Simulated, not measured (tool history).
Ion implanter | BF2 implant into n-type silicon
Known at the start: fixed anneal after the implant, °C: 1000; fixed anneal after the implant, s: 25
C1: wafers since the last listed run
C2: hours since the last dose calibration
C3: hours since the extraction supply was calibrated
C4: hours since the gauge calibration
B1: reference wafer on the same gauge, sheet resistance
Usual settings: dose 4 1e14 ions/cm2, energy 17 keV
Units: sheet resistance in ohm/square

{"run": 1, "hour": 0.0, "dose": 4, "energy": 17, "C1": 0, "C2": 1103.3, "C3": 1201.9, "C4": 786.3, "B1": 278.17, "sheet resistance": 328.67}
{"run": 2, "hour": 147.9, "dose": 4, "energy": 21.5, "C1": 2160, "C2": 1251.2, "C3": 1349.8, "C4": 934.2, "B1": 277.79, "sheet resistance": 315.37}
{"run": 3, "hour": 191.7, "dose": 4, "energy": 21.5, "C1": 639, "C2": 1295, "C3": 1393.6, "C4": 978, "B1": 277.8, "sheet resistance": 314.08}
{"run": 4, "hour": 234.7, "dose": 4.45, "energy": 15, "C1": 628, "C2": 1338, "C3": 1436.6, "C4": 1021, "B1": 277.65, "sheet resistance": 315.86}
{"hour": 267.4, "done": "Faraday cup replaced and dose calibrated"}
{"run": 5, "hour": 274.8, "dose": 4, "energy": 17, "C1": 468, "C2": 7.4, "C3": 1476.7, "C4": 1061.1, "B1": 277.65, "sheet resistance": 328.57}
{"run": 6, "hour": 471.0, "dose": 4, "energy": 17, "C1": 2866, "C2": 203.6, "C3": 1672.9, "C4": 1257.3, "B1": 277.21, "sheet resistance": 326.18}
{"run": 7, "hour": 524.7, "dose": 4.43, "energy": 17, "C1": 784, "C2": 257.3, "C3": 1726.6, "C4": 1311, "B1": 277.56, "sheet resistance": 305.4}
{"run": 8, "hour": 569.5, "dose": 4.43, "energy": 17, "C1": 654, "C2": 302.1, "C3": 1771.4, "C4": 1355.8, "B1": 277.33, "sheet resistance": 305.58}
{"run": 9, "hour": 616.4, "dose": 4, "energy": 12.5, "C1": 685, "C2": 349, "C3": 1818.3, "C4": 1402.7, "B1": 277.31, "sheet resistance": 349.06}
{"run": 10, "hour": 677.8, "dose": 4, "energy": 12.5, "C1": 897, "C2": 410.4, "C3": 1879.7, "C4": 1464.1, "B1": 277.31, "sheet resistance": 350.55}
{"run": 11, "hour": 712.5, "dose": 4.7, "energy": 21, "C1": 506, "C2": 445.1, "C3": 1914.4, "C4": 1498.8, "B1": 276.87, "sheet resistance": 279.81}
{"run": 12, "hour": 779.5, "dose": 4.7, "energy": 21, "C1": 978, "C2": 512.1, "C3": 1981.4, "C4": 1565.8, "B1": 276.71, "sheet resistance": 279.28}
{"run": 13, "hour": 816.3, "dose": 4.7, "energy": 21, "C1": 537, "C2": 548.9, "C3": 2018.2, "C4": 1602.6, "B1": 277.12, "sheet resistance": 282.99}
{"run": 14, "hour": 842.4, "dose": 4, "energy": 20, "C1": 381, "C2": 575, "C3": 2044.3, "C4": 1628.7, "B1": 277.06, "sheet resistance": 317.12}
{"hour": 852.0, "done": "gauge calibrated"}
{"run": 15, "hour": 905.4, "dose": 4, "energy": 17, "C1": 920, "C2": 638, "C3": 2107.3, "C4": 53.4, "B1": 283.23, "sheet resistance": 333.54}
{"run": 16, "hour": 968.4, "dose": 4, "energy": 17, "C1": 920, "C2": 701, "C3": 2170.3, "C4": 116.4, "B1": 282.25, "sheet resistance": 335.74}
{"run": 17, "hour": 1040.2, "dose": 4, "energy": 17, "C1": 1048, "C2": 772.8, "C3": 2242.1, "C4": 188.2, "B1": 281.65, "sheet resistance": 334.91}
{"run": 18, "hour": 1085.2, "dose": 3.65, "energy": 21.5, "C1": 657, "C2": 817.8, "C3": 2287.1, "C4": 233.2, "B1": 281.01, "sheet resistance": 343.79}
{"run": 19, "hour": 1112.3, "dose": 4.92, "energy": 21.5, "C1": 395, "C2": 844.9, "C3": 2314.2, "C4": 260.3, "B1": 281.06, "sheet resistance": 273.76}
{"run": 20, "hour": 1249.9, "dose": 4, "energy": 17, "C1": 2010, "C2": 982.5, "C3": 2451.8, "C4": 397.9, "B1": 280.22, "sheet resistance": 330.17}
{"run": 21, "hour": 1321.9, "dose": 4, "energy": 17, "C1": 1051, "C2": 1054.5, "C3": 2523.8, "C4": 469.9, "B1": 279.79, "sheet resistance": 332.51}
{"hour": 1354.3, "done": "Faraday cup replaced and dose calibrated"}
{"hour": 1369.9, "done": "extraction supply calibrated"}
{"run": 22, "hour": 1378.3, "dose": 4, "energy": 14.5, "C1": 590, "C2": 24, "C3": 8.4, "C4": 526.3, "B1": 279.44, "sheet resistance": 339.75}
{"run": 23, "hour": 1409.3, "dose": 4.45, "energy": 15, "C1": 452, "C2": 55, "C3": 39.4, "C4": 557.3, "B1": 279.24, "sheet resistance": 314.13}
{"run": 24, "hour": 1466.5, "dose": 4.99, "energy": 13, "C1": 835, "C2": 112.2, "C3": 96.6, "C4": 614.5, "B1": 278.98, "sheet resistance": 304.38}
{"run": 25, "hour": 1507.2, "dose": 3.12, "energy": 11, "C1": 594, "C2": 152.9, "C3": 137.3, "C4": 655.2, "B1": 279.24, "sheet resistance": 432.55}
{"run": 26, "hour": 1546.1, "dose": 3.23, "energy": 12.5, "C1": 568, "C2": 191.8, "C3": 176.2, "C4": 694.1, "B1": 278.84, "sheet resistance": 408.96}
{"run": 27, "hour": 1614.5, "dose": 4, "energy": 17, "C1": 999, "C2": 260.2, "C3": 244.6, "C4": 762.5, "B1": 278.56, "sheet resistance": 328.25}
{"run": 28, "hour": 1639.7, "dose": 3.46, "energy": 20.5, "C1": 368, "C2": 285.4, "C3": 269.8, "C4": 787.7, "B1": 278.46, "sheet resistance": 357.74}
{"run": 29, "hour": 1678.6, "dose": 4, "energy": 17, "C1": 568, "C2": 324.3, "C3": 308.7, "C4": 826.6, "B1": 278.25, "sheet resistance": 329.04}
{"run": 30, "hour": 1705.9, "dose": 4, "energy": 17, "C1": 398, "C2": 351.6, "C3": 336, "C4": 853.9, "B1": 278.19, "sheet resistance": 328.39}
{"run": 31, "hour": 1743.1, "dose": 3.44, "energy": 12, "C1": 543, "C2": 388.8, "C3": 373.2, "C4": 891.1, "B1": 278.28, "sheet resistance": 394.88}
{"run": 32, "hour": 1804.8, "dose": 4.81, "energy": 11.5, "C1": 901, "C2": 450.5, "C3": 434.9, "C4": 952.8, "B1": 277.99, "sheet resistance": 323.54}
{"run": 33, "hour": 1871.6, "dose": 3.28, "energy": 15, "C1": 975, "C2": 517.3, "C3": 501.7, "C4": 1019.6, "B1": 278.02, "sheet resistance": 388.01}
{"run": 34, "hour": 1935.7, "dose": 4, "energy": 17, "C1": 936, "C2": 581.4, "C3": 565.8, "C4": 1083.7, "B1": 278.17, "sheet resistance": 331.48}
{"run": 35, "hour": 1992.7, "dose": 4.96, "energy": 17, "C1": 832, "C2": 638.4, "C3": 622.8, "C4": 1140.7, "B1": 277.59, "sheet resistance": 283.86}
{"run": 36, "hour": 2043.5, "dose": 3.33, "energy": 15.5, "C1": 742, "C2": 689.2, "C3": 673.6, "C4": 1191.5, "B1": 277.77, "sheet resistance": 381.57}
{"run": 37, "hour": 2099.4, "dose": 3.17, "energy": 19, "C1": 816, "C2": 745.1, "C3": 729.5, "C4": 1247.4, "B1": 277.64, "sheet resistance": 385.48}

Measured less the same run without the tool's hidden state. The same run-to-run variation is in both; the gauge's scatter may not be:
The hidden state here: deviation of the true dose from the Faraday cup's reading, %; deviation of the true energy from its setpoint, %; gauge reads high (%).
run=1 sheet_resistance=-6.81
run=2 sheet_resistance=-6.98
run=3 sheet_resistance=-7.06
run=4 sheet_resistance=-7.2
run=5 sheet_resistance=-7.58
run=6 sheet_resistance=-7.88
run=7 sheet_resistance=-7.45
run=8 sheet_resistance=-7.52
run=9 sheet_resistance=-8.64
run=10 sheet_resistance=-8.75
run=11 sheet_resistance=-7.01
run=12 sheet_resistance=-7.05
run=13 sheet_resistance=-7.17
run=14 sheet_resistance=-8.05
run=15 sheet_resistance=-0.96
run=16 sheet_resistance=-1.79
run=17 sheet_resistance=-2.61
run=18 sheet_resistance=-3.17
run=19 sheet_resistance=-2.74
run=20 sheet_resistance=-4.45
run=21 sheet_resistance=-4.98
run=22 sheet_resistance=-5.44
run=23 sheet_resistance=-5.19
run=24 sheet_resistance=-5.31
run=25 sheet_resistance=-7.79
run=26 sheet_resistance=-7.59
run=27 sheet_resistance=-6.35
run=28 sheet_resistance=-7.03
run=29 sheet_resistance=-6.6
run=30 sheet_resistance=-6.67
run=31 sheet_resistance=-8.17
run=32 sheet_resistance=-6.86
run=33 sheet_resistance=-8.43
run=34 sheet_resistance=-7.34
run=35 sheet_resistance=-6.38
run=36 sheet_resistance=-8.68
run=37 sheet_resistance=-8.87
